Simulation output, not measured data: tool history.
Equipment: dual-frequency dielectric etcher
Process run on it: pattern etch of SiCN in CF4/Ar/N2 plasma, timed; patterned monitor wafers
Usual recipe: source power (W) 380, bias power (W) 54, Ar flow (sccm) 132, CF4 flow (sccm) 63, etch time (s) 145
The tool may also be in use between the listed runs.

| run | hour | source power (W) | bias power (W) | Ar flow (sccm) | CF4 flow (sccm) | etch time (s) | read-back reference wafer on the same gauge, depth_nm | mean etch depth across the wafer (Å) |
|---|---|---|---|---|---|---|---|---|
| 1 | 0 | 380 | 54 | 132 | 63 | 145 | 97.9 | 862 |
| 2 | 6.1 | 380 | 54 | 132 | 63 | 145 | 98 | 867 |
| 3 | 15.2 | 380 | 54 | 132 | 63 | 145 | 98 | 870 |
| 4 | 28.5 | 380 | 54 | 132 | 63 | 145 | 98 | 866 |
| 5 | 42.1 | 380 | 54 | 132 | 63 | 145 | 97.8 | 865 |
| 6 | 60 | 380 | 54 | 132 | 63 | 145 | 98 | 865 |
|  | 66.8 | source power generator calibrated |
| 7 | 71.1 | 320 | 54 | 132 | 63 | 116.5 | 98.2 | 586 |
|  | 73.7 | gauge calibrated |
|  | 81.9 | Ar flow controller replaced |
| 8 | 82.4 | 380 | 54 | 132 | 63 | 145 | 98.1 | 869 |
|  | 107.8 | wet clean of the chamber |
|  | 116.2 | upper electrode replaced |
|  | 133.7 | CF4 flow controller replaced |
| 9 | 134.2 | 380 | 54 | 160 | 63 | 119.5 | 98.1 | 684 |
| 10 | 137.7 | 300 | 50 | 145 | 71 | 145 | 98 | 668 |
| 11 | 153.1 | 380 | 54 | 132 | 63 | 145 | 98 | 866 |
|  | 166.6 | bias power generator calibrated |
| 12 | 167.1 | 380 | 62 | 153 | 63 | 122 | 97.9 | 734 |
| 13 | 180 | 380 | 54 | 132 | 52 | 176 | 97.8 | 1019 |
| 14 | 191.9 | 380 | 54 | 156 | 63 | 173.5 | 98.1 | 1008 |
| 15 | 204.4 | 380 | 67 | 121 | 56 | 119 | 98.1 | 752 |
| 16 | 214.4 | 380 | 49 | 161 | 63 | 145 | 98 | 807 |

Each row is a separate what-if for the run after 16, all from the same tool condition, not one after another. Results?
| A | 214.9 | 380 | 41 | 132 | 63 | 145 | ? | ? |
| B | 214.9 | 410 | 54 | 132 | 63 | 133 | ? | ? |
| C | 214.9 | 380 | 61 | 132 | 63 | 145 | ? | ? |
| D | 214.9 | 380 | 42 | 132 | 70 | 145 | ? | ? |

| run | read-back reference wafer on the same gauge, depth_nm | mean etch depth across the wafer (Å) |
|---|---|---|
| A | 97.9 | 805 |
| B | 97.9 | 856 |
| C | 97.9 | 895 |
| D | 97.9 | 824 |
The same runs, with their run-to-run variation unchanged, on a tool lacking any hidden condition would have given:
| run | mean etch depth across the wafer (Å) |
|---|---|
| A | 805 |
| B | 856 |
| C | 895 |
| D | 824 |

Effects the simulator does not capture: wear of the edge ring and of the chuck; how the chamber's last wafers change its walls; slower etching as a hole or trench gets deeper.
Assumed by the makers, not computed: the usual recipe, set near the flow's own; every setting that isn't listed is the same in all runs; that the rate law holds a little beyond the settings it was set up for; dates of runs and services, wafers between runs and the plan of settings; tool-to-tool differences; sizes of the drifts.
